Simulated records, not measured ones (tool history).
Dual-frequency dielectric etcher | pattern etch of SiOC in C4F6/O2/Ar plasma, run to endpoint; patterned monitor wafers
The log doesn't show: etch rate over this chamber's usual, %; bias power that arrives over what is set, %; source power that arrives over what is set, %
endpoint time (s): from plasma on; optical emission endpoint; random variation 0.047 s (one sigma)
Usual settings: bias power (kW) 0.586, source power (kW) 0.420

| run | hour | bias power (kW) | source power (kW) | wafers since the last listed run | hours since the last wet clean | hours since the last bias power generator calibration | hours since the last source power generator calibration | hours since the last upper electrode change | incoming incoming film thickness, nm | endpoint time (s) |
|---|---|---|---|---|---|---|---|---|---|---|
| 1 | 0.0 | 0.586 | 0.420 | 0 | 269.9 | 2218.8 | 1976.6 | 3039.9 | 25.65 | 7.9 |
| 2 | 14.7 | 0.586 | 0.450 | 230 | 284.6 | 2233.5 | 1991.3 | 3054.6 | 25.40 | 7.6 |
| 3 | 44.7 | 0.586 | 0.450 | 469 | 314.6 | 2263.5 | 2021.3 | 3084.6 | 25.29 | 7.7 |
| 4 | 73.1 | 0.586 | 0.450 | 444 | 343.0 | 2291.9 | 2049.7 | 3113.0 | 25.40 | 7.6 |
| 5 | 97.0 | 0.586 | 0.420 | 374 | 366.9 | 2315.8 | 2073.6 | 3136.9 | 25.66 | 7.9 |
|  | 133.6 | wet clean of the chamber |
| 6 | 134.1 | 0.586 | 0.420 | 205 | 0.5 | 2352.9 | 2110.7 | 3174.0 | 25.40 | 8.2 |
|  | 158.1 | bias power generator calibrated |
| 7 | 167.6 | 0.586 | 0.420 | 462 | 34.0 | 9.5 | 2144.2 | 3207.5 | 24.92 | 8.0 |
| 8 | 195.4 | 0.586 | 0.420 | 435 | 61.8 | 37.3 | 2172.0 | 3235.3 | 25.17 | 8.0 |
| 9 | 210.8 | 0.586 | 0.420 | 241 | 77.2 | 52.7 | 2187.4 | 3250.7 | 25.63 | 8.2 |
| 10 | 245.0 | 0.586 | 0.420 | 535 | 111.4 | 86.9 | 2221.6 | 3284.9 | 25.55 | 8.1 |
| 11 | 274.7 | 0.586 | 0.420 | 465 | 141.1 | 116.6 | 2251.3 | 3314.6 | 25.42 | 8.1 |
| 12 | 307.5 | 0.586 | 0.420 | 513 | 173.9 | 149.4 | 2284.1 | 3347.4 | 25.37 | 8.0 |
| 13 | 336.7 | 0.586 | 0.420 | 457 | 203.1 | 178.6 | 2313.3 | 3376.6 | 25.52 | 8.1 |
| 14 | 349.1 | 0.688 | 0.360 | 194 | 215.5 | 191.0 | 2325.7 | 3389.0 | 25.24 | 7.9 |
|  | 356.9 | source power generator calibrated |
| 15 | 364.5 | 0.586 | 0.420 | 178 | 230.9 | 206.4 | 7.6 | 3404.4 | 25.54 | 8.0 |
| 16 | 400.4 | 0.586 | 0.420 | 562 | 266.8 | 242.3 | 43.5 | 3440.3 | 25.41 | 8.0 |
| 17 | 413.1 | 0.723 | 0.390 | 198 | 279.5 | 255.0 | 56.2 | 3453.0 | 25.41 | 7.5 |
| 18 | 445.0 | 0.481 | 0.360 | 499 | 311.4 | 286.9 | 88.1 | 3484.9 | 25.37 | 8.9 |
|  | 482.9 | upper electrode replaced |
| 19 | 483.4 | 0.586 | 0.370 | 225 | 349.8 | 325.3 | 126.5 | 0.5 | 25.46 | 8.2 |
| 20 | 485.3 | 0.504 | 0.420 | 29 | 351.7 | 327.2 | 128.4 | 2.4 | 25.49 | 8.3 |
|  | 521.4 | wet clean of the chamber |
| 21 | 521.9 | 0.451 | 0.360 | 197 | 0.5 | 363.8 | 165.0 | 39.0 | 25.40 | 9.3 |
| 22 | 528.5 | 0.640 | 0.450 | 103 | 7.1 | 370.4 | 171.6 | 45.6 | 25.33 | 7.6 |
| 23 | 559.9 | 0.586 | 0.420 | 491 | 38.5 | 401.8 | 203.0 | 77.0 | 25.44 | 8.1 |
| 24 | 589.7 | 0.662 | 0.450 | 466 | 68.3 | 431.6 | 232.8 | 106.8 | 25.10 | 7.3 |
| 25 | 629.5 | 0.485 | 0.420 | 623 | 108.1 | 471.4 | 272.6 | 146.6 | 25.54 | 8.6 |
| 26 | 653.4 | 0.677 | 0.330 | 374 | 132.0 | 495.3 | 296.5 | 170.5 | 25.06 | 8.0 |
| 27 | 682.2 | 0.522 | 0.460 | 451 | 160.8 | 524.1 | 325.3 | 199.3 | 25.68 | 8.1 |
| 28 | 709.2 | 0.455 | 0.460 | 422 | 187.8 | 551.1 | 352.3 | 226.3 | 25.40 | 8.4 |
| 29 | 736.8 | 0.625 | 0.420 | 432 | 215.4 | 578.7 | 379.9 | 253.9 | 25.40 | 7.7 |
| 30 | 751.4 | 0.454 | 0.350 | 228 | 230.0 | 593.3 | 394.5 | 268.5 | 25.44 | 9.2 |
| 31 | 784.7 | 0.634 | 0.470 | 521 | 263.3 | 626.6 | 427.8 | 301.8 | 25.26 | 7.3 |
| 32 | 805.3 | 0.654 | 0.390 | 322 | 283.9 | 647.2 | 448.4 | 322.4 | 25.26 | 7.6 |
|  | 886.1 | wet clean of the chamber |
| 33 | 886.8 | 0.679 | 0.490 | 900 | 0.7 | 728.7 | 529.9 | 403.9 | 25.63 | 7.3 |
| 34 | 915.1 | 0.586 | 0.420 | 443 | 29.0 | 757.0 | 558.2 | 432.2 | 25.47 | 8.1 |

Some steps in endpoint time (s) between neighbouring runs. How much of each would the tool show without its hidden state too (settings, what came in, random variation), and how much is left for the hidden state, with any gauge scatter that isn't in both results?
Run 5 -> 6: wet clean of the chamber. endpoint time (s) +0.3: hidden state +0.4, all else -0.1.
Run 20 -> 21: bias power (kW) 0.504 -> 0.451, source power (kW) 0.420 -> 0.360, wet clean of the chamber. endpoint time (s) +1.0: hidden state +0.2, all else +0.8.
Run 21 -> 22: bias power (kW) 0.451 -> 0.640, source power (kW) 0.360 -> 0.450. endpoint time (s) -1.7: hidden state +0.1, all else -1.8.
Run 29 -> 30: bias power (kW) 0.625 -> 0.454, source power (kW) 0.420 -> 0.350. endpoint time (s) +1.5: hidden state +0.0, all else +1.5.
Run 30 -> 31: bias power (kW) 0.454 -> 0.634, source power (kW) 0.350 -> 0.470. endpoint time (s) -1.9: hidden state +0.0, all else -1.9.
Run 32 -> 33: bias power (kW) 0.654 -> 0.679, source power (kW) 0.390 -> 0.490, wet clean of the chamber. endpoint time (s) -0.3: hidden state +0.3, all else -0.6.

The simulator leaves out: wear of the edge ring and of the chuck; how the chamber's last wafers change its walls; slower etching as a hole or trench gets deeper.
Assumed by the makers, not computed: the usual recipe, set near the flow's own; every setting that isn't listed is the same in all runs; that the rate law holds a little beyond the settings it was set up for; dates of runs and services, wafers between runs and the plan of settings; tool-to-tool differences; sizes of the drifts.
